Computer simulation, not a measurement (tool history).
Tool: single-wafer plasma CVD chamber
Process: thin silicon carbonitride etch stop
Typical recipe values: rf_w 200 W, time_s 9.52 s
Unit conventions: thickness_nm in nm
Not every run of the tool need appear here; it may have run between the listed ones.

run   hour  rf_w  time_s  read-back reference wafer on the same gauge, thickness_nm  thickness_nm
  1      0   200    9.52                                                      4.499          5.28
  2   23.3   200    9.52                                                      4.499         5.268
  3   37.3   170    9.52                                                        4.5         5.058
  4   72.5   170    9.52                                                      4.499         5.061
  5   86.1   200    8.44                                                        4.5         4.655
  6  107.6   200    8.44                                                      4.499         4.653
  7  122.1   200    8.44                                                      4.499         4.642
  8  140.8   200    9.52                                                      4.501         5.249
  9  176.1   200    9.52                                                        4.5         5.259
 10    216   200    9.52                                                        4.5         5.213
     224.9  -- showerhead replaced
 11  242.4   170   10.08                                                        4.5         5.322
     248.2  -- gauge calibrated
 12  261.2   200    9.52                                                        4.5         5.222
 13  277.1   200    9.52                                                        4.5         5.209
 14  301.4   200    9.52                                                      4.501         5.195
 15  335.3   190    8.68                                                      4.499         4.705
     346.3  -- RF generator calibrated
 16    360   220    8.98                                                      4.499         5.134
 17  451.7   235    9.52                                                      4.501         5.517
       476  -- thermocouple changed; heater temperature recalibrated
 18  484.3   165     8.1                                                        4.5         4.313
 19  507.7   200   10.24                                                      4.499         5.728
 20  538.2   190    9.52                                                      4.503         5.236
 21    557   200   10.12                                                      4.498         5.644
 22  578.7   230   10.72                                                      4.502          6.18
     604.1  -- gauge calibrated
 23  612.1   200    9.52                                                      4.501         5.295

5 options for the next run, each taken on its own from the tool as it stands now. Forecast them:
  A  612.5   200    9.52                                                          ?             ?
  B  612.5   235   11.26                                                          ?             ?
  C  612.5   225    7.88                                                          ?             ?
  D  612.5   240    8.74                                                          ?             ?
  E  612.5   210    10.3                                                          ?             ?

run  read-back reference wafer on the same gauge, thickness_nm  thickness_nm
  A                                                      4.501         5.299
  B                                                      4.501         6.518
  C                                                      4.501         4.513
  D                                                      4.501         5.086
  E                                                      4.501         5.801
Take away the tool's hidden state, keep each run's random variation, and the runs would have read:
run  thickness_nm
  A         5.308
  B         6.529
  C         4.521
  D         5.094
  E         5.811
